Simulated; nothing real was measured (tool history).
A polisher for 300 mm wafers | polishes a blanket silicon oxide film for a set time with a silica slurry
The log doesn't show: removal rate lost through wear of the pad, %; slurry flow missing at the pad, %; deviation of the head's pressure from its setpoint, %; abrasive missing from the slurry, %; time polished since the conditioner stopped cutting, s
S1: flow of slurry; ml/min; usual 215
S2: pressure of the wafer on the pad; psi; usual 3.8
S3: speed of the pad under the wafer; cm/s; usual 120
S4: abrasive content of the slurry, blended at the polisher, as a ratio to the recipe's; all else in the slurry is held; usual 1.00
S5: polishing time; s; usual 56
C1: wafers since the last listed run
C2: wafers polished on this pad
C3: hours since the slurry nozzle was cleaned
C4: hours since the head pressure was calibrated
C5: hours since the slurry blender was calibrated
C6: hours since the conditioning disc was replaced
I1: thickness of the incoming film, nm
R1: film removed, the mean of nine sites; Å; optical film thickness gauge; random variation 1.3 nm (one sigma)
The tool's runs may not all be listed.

Run 1, hour 0.0: usual settings; C1 0; C2 135; C3 167.1; C4 1101.2; C5 31.5; C6 345.5; I1 1755.1. Result: R1 1307 Å.
Run 2, hour 8.1: usual settings; C1 104; C2 239; C3 175.2; C4 1109.3; C5 39.6; C6 353.6; I1 1719.7. Result: R1 1333 Å.
Run 3, hour 22.6: usual settings; C1 187; C2 426; C3 189.7; C4 1123.8; C5 54.1; C6 368.1; I1 1745.1. Result: R1 1322 Å.
Run 4, hour 34.8: usual settings; C1 157; C2 584; C3 201.9; C4 1136.0; C5 66.3; C6 380.3; I1 1724.3. Result: R1 1304 Å.
Run 5, hour 45.9: usual settings but S4 1.20; C1 143; C2 727; C3 213.0; C4 1147.1; C5 77.4; C6 391.4; I1 1741.1. Result: R1 1408 Å.
At hour 53.6: head pressure recalibrated.
Run 6, hour 57.8: usual settings but S4 1.20; C1 127; C2 855; C3 224.9; C4 4.2; C5 89.3; C6 403.3; I1 1732.7. Result: R1 1307 Å.
Run 7, hour 71.3: usual settings but S4 1.20; C1 174; C2 1029; C3 238.4; C4 17.7; C5 102.8; C6 416.8; I1 1765.1. Result: R1 1316 Å.
Run 8, hour 80.9: usual settings but S4 0.90; C1 123; C2 1153; C3 248.0; C4 27.3; C5 112.4; C6 426.4; I1 1731.1. Result: R1 1199 Å.
Run 9, hour 93.5: usual settings but S2 4.3 psi; C1 162; C2 1315; C3 260.6; C4 39.9; C5 125.0; C6 439.0; I1 1740.8. Result: R1 1396 Å.
At hour 100.1: worn pad replaced by a new one.
Run 10, hour 111.4: usual settings but S1 235 ml/min; C1 179; C2 146; C3 278.5; C4 57.8; C5 142.9; C6 456.9; I1 1743.2. Result: R1 1253 Å.
At hour 115.4: conditioning disc replaced and pad reconditioned.
At hour 122.0: slurry blender recalibrated.
Run 11, hour 122.5: usual settings but S1 280 ml/min, S2 4.3 psi; C1 91; C2 237; C3 289.6; C4 68.9; C5 0.5; C6 7.1; I1 1717.5. Result: R1 1445 Å.
At hour 134.0: slurry nozzle cleaned.
Run 12, hour 137.1: usual settings but S3 98 cm/s; C1 175; C2 413; C3 3.1; C4 83.5; C5 15.1; C6 21.7; I1 1733.0. Result: R1 1052 Å.
Run 13, hour 144.8: usual settings; C1 99; C2 512; C3 10.8; C4 91.2; C5 22.8; C6 29.4; I1 1749.2. Result: R1 1254 Å.
At hour 151.6: head pressure recalibrated, repeated, since the last time left the tool worse.
Run 14, hour 152.1: usual settings but S1 235 ml/min; C1 68; C2 580; C3 18.1; C4 0.5; C5 30.1; C6 36.7; I1 1739.4. Result: R1 1430 Å.
Run 15, hour 162.8: usual settings but S2 4.3 psi, S4 1.20; C1 138; C2 718; C3 28.8; C4 11.2; C5 40.8; C6 47.4; I1 1710.8. Result: R1 1691 Å.
Run 16, hour 177.3: usual settings; C1 187; C2 906; C3 43.3; C4 25.7; C5 55.3; C6 61.9; I1 1754.7. Result: R1 1428 Å.
Run 17, hour 191.6: usual settings but S1 190 ml/min, S3 110 cm/s; C1 184; C2 1090; C3 57.6; C4 40.0; C5 69.6; C6 76.2; I1 1729.2. Result: R1 1308 Å.
Run 18, hour 214.3: usual settings but S1 180 ml/min, S2 2.6 psi; C1 292; C2 1383; C3 80.3; C4 62.7; C5 92.3; C6 98.9; I1 1746.6. Result: R1 979 Å.
Run 19, hour 220.7: usual settings but S3 154 cm/s, S4 1.10; C1 82; C2 1465; C3 86.7; C4 69.1; C5 98.7; C6 105.3; I1 1770.9. Result: R1 1772 Å.
At hour 227.9: worn pad replaced by a new one.
Run 20, hour 234.4: usual settings but S1 155 ml/min, S5 65 s; C1 125; C2 84; C3 100.4; C4 82.8; C5 112.4; C6 119.0; I1 1759.7. Result: R1 1545 Å.
Run 21, hour 249.9: usual settings but S3 98 cm/s, S4 0.85, S5 45 s; C1 199; C2 284; C3 115.9; C4 98.3; C5 127.9; C6 134.5; I1 1742.8. Result: R1 925 Å.
Run 22, hour 262.0: usual settings but S4 1.20, S5 66 s; C1 156; C2 440; C3 128.0; C4 110.4; C5 140.0; C6 146.6; I1 1737.9. Result: R1 1735 Å.
Run 23, hour 279.2: usual settings; C1 221; C2 662; C3 145.2; C4 127.6; C5 157.2; C6 163.8; I1 1764.9. Result: R1 1421 Å.
At hour 281.6: slurry blender recalibrated.
Run 24, hour 291.5: usual settings; C1 132; C2 795; C3 157.5; C4 139.9; C5 9.9; C6 176.1; I1 1715.3. Result: R1 1382 Å.
Run 25, hour 301.7: usual settings but S3 152 cm/s, S4 1.30; C1 131; C2 926; C3 167.7; C4 150.1; C5 20.1; C6 186.3; I1 1729.4. Result: R1 1839 Å.

Forecast each of these 5 alternatives for the next run:
Run A, hour 302.1: usual settings but S3 140 cm/s; C1 5; C2 932; C3 168.1; C4 150.5; C5 20.5; C6 186.7; I1 1734.5. Result: R1 ?.
Run B, hour 302.1: usual settings but S2 5.0 psi, S3 158 cm/s, S5 71 s; C1 5; C2 932; C3 168.1; C4 150.5; C5 20.5; C6 186.7; I1 1734.5. Result: R1 ?.
Run C, hour 302.1: usual settings but S2 4.5 psi, S3 102 cm/s; C1 5; C2 932; C3 168.1; C4 150.5; C5 20.5; C6 186.7; I1 1734.5. Result: R1 ?.
Run D, hour 302.1: usual settings but S1 190 ml/min, S2 4.7 psi, S3 94 cm/s; C1 5; C2 932; C3 168.1; C4 150.5; C5 20.5; C6 186.7; I1 1734.5. Result: R1 ?.
Run E, hour 302.1: usual settings but S1 270 ml/min; C1 5; C2 932; C3 168.1; C4 150.5; C5 20.5; C6 186.7; I1 1734.5. Result: R1 ?.

run    R1
  A  1602
  B  2873
  C  1450
  D  1388
  E  1455
Without the tool's hidden state the same runs would have given:
run    R1
  A  1634
  B  2929
  C  1478
  D  1415
  E  1484

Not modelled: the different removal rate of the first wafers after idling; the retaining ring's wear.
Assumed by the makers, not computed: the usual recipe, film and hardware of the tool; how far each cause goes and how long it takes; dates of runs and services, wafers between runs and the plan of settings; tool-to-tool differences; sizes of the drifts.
